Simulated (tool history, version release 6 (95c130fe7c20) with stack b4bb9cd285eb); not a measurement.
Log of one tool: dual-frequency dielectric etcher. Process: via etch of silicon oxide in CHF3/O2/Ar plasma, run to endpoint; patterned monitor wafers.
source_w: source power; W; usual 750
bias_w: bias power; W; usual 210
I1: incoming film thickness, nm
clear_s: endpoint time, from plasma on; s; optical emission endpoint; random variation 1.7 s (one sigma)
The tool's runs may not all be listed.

run 1 hour=0.0 | source_w=840 bias_w=210 | I1=523.9 | clear_s=225.5
run 2 hour=97.0 | source_w=750 bias_w=210 | I1=523.9 | clear_s=232.0
run 3 hour=163.5 | source_w=750 bias_w=210 | I1=527.3 | clear_s=235.9
run 4 hour=232.9 | source_w=750 bias_w=210 | I1=519.1 | clear_s=231.1
run 5 hour=269.0 | source_w=700 bias_w=210 | I1=520.9 | clear_s=238.1
run 6 hour=333.1 | source_w=750 bias_w=210 | I1=531.0 | clear_s=232.0
-- hour=381.4 wet clean of the chamber
run 7 hour=405.1 | source_w=750 bias_w=210 | I1=522.0 | clear_s=242.3
run 8 hour=430.4 | source_w=750 bias_w=210 | I1=524.8 | clear_s=244.6
run 9 hour=469.9 | source_w=750 bias_w=183 | I1=523.6 | clear_s=250.6
run 10 hour=514.1 | source_w=870 bias_w=210 | I1=522.2 | clear_s=224.7
-- hour=525.9 source power generator calibrated
run 11 hour=552.1 | source_w=870 bias_w=210 | I1=524.8 | clear_s=227.4
run 12 hour=619.9 | source_w=700 bias_w=247 | I1=523.8 | clear_s=228.8
run 13 hour=676.9 | source_w=860 bias_w=241 | I1=523.7 | clear_s=211.8
run 14 hour=704.1 | source_w=750 bias_w=210 | I1=524.0 | clear_s=236.0
-- hour=780.0 wet clean of the chamber
-- hour=781.5 bias power generator calibrated
run 15 hour=782.0 | source_w=880 bias_w=210 | I1=522.8 | clear_s=225.1
run 16 hour=814.4 | source_w=750 bias_w=210 | I1=525.0 | clear_s=242.2
-- hour=893.3 upper electrode replaced
run 17 hour=893.8 | source_w=920 bias_w=259 | I1=524.6 | clear_s=205.0

Forecast run 18:
run 18 hour=928.6 | source_w=810 bias_w=236 | I1=524.8 | clear_s=?

Run 18 gave clear_s 220.1 s.
Without the tool's hidden state the same run would have given clear_s 222.9 s.

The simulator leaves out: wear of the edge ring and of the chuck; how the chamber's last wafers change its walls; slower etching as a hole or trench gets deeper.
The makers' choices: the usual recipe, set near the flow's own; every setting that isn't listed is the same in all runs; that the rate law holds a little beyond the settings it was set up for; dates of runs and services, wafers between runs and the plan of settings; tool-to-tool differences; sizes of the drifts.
